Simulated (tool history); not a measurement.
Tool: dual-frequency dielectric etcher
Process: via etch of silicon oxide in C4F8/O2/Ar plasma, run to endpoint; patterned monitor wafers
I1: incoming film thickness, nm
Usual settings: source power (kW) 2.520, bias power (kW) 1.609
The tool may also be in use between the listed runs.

run 1 hour=0.0 | source_power_(kW)=2.520 bias_power_(kW)=1.609 | I1=837.5 | endpoint_time_(s)=165.1
run 2 hour=26.1 | source_power_(kW)=2.520 bias_power_(kW)=1.609 | I1=839.7 | endpoint_time_(s)=165.1
run 3 hour=49.3 | source_power_(kW)=2.940 bias_power_(kW)=1.609 | I1=846.3 | endpoint_time_(s)=159.7
run 4 hour=112.1 | source_power_(kW)=2.940 bias_power_(kW)=1.609 | I1=841.3 | endpoint_time_(s)=158.7
run 5 hour=141.0 | source_power_(kW)=2.940 bias_power_(kW)=1.609 | I1=845.1 | endpoint_time_(s)=158.8
run 6 hour=167.0 | source_power_(kW)=2.520 bias_power_(kW)=1.609 | I1=843.1 | endpoint_time_(s)=169.0
run 7 hour=187.9 | source_power_(kW)=2.520 bias_power_(kW)=1.609 | I1=840.7 | endpoint_time_(s)=168.2
run 8 hour=210.5 | source_power_(kW)=2.520 bias_power_(kW)=1.746 | I1=842.2 | endpoint_time_(s)=167.1
run 9 hour=226.8 | source_power_(kW)=2.520 bias_power_(kW)=1.609 | I1=837.8 | endpoint_time_(s)=168.1
run 10 hour=243.6 | source_power_(kW)=2.520 bias_power_(kW)=1.490 | I1=834.5 | endpoint_time_(s)=174.8
-- hour=254.5 source power generator calibrated
-- hour=283.8 upper electrode replaced, of another model than before
run 11 hour=326.5 | source_power_(kW)=2.180 bias_power_(kW)=1.609 | I1=830.4 | endpoint_time_(s)=180.9
-- hour=404.5 wet clean of the chamber
run 12 hour=431.8 | source_power_(kW)=2.520 bias_power_(kW)=1.609 | I1=835.8 | endpoint_time_(s)=162.6
run 13 hour=462.9 | source_power_(kW)=2.520 bias_power_(kW)=1.746 | I1=837.2 | endpoint_time_(s)=155.5
run 14 hour=492.5 | source_power_(kW)=2.520 bias_power_(kW)=1.609 | I1=843.7 | endpoint_time_(s)=164.8
run 15 hour=567.3 | source_power_(kW)=2.520 bias_power_(kW)=1.609 | I1=839.0 | endpoint_time_(s)=164.6
-- hour=585.8 bias power generator calibrated
run 16 hour=586.3 | source_power_(kW)=2.050 bias_power_(kW)=1.609 | I1=837.6 | endpoint_time_(s)=186.2
run 17 hour=611.4 | source_power_(kW)=2.110 bias_power_(kW)=1.291 | I1=839.8 | endpoint_time_(s)=205.6
run 18 hour=625.0 | source_power_(kW)=2.520 bias_power_(kW)=1.925 | I1=840.2 | endpoint_time_(s)=153.6
run 19 hour=659.0 | source_power_(kW)=2.080 bias_power_(kW)=1.940 | I1=843.5 | endpoint_time_(s)=170.1
run 20 hour=746.3 | source_power_(kW)=2.520 bias_power_(kW)=1.263 | I1=842.5 | endpoint_time_(s)=192.6
run 21 hour=779.3 | source_power_(kW)=3.130 bias_power_(kW)=1.445 | I1=838.4 | endpoint_time_(s)=157.6
run 22 hour=811.9 | source_power_(kW)=2.110 bias_power_(kW)=1.410 | I1=846.8 | endpoint_time_(s)=196.1

Forecast each of these 3 alternatives for the next run:
run A hour=812.4 | source_power_(kW)=2.520 bias_power_(kW)=1.609 | I1=834.8 | endpoint_time_(s)=?
run B hour=812.4 | source_power_(kW)=1.900 bias_power_(kW)=1.741 | I1=834.8 | endpoint_time_(s)=?
run C hour=812.4 | source_power_(kW)=2.860 bias_power_(kW)=1.811 | I1=834.8 | endpoint_time_(s)=?

run=A endpoint_time_(s)=166.6
run=B endpoint_time_(s)=186.6
run=C endpoint_time_(s)=148.2
Without the tool's hidden state the same runs would have given:
run=A endpoint_time_(s)=159.0
run=B endpoint_time_(s)=178.1
run=C endpoint_time_(s)=141.5
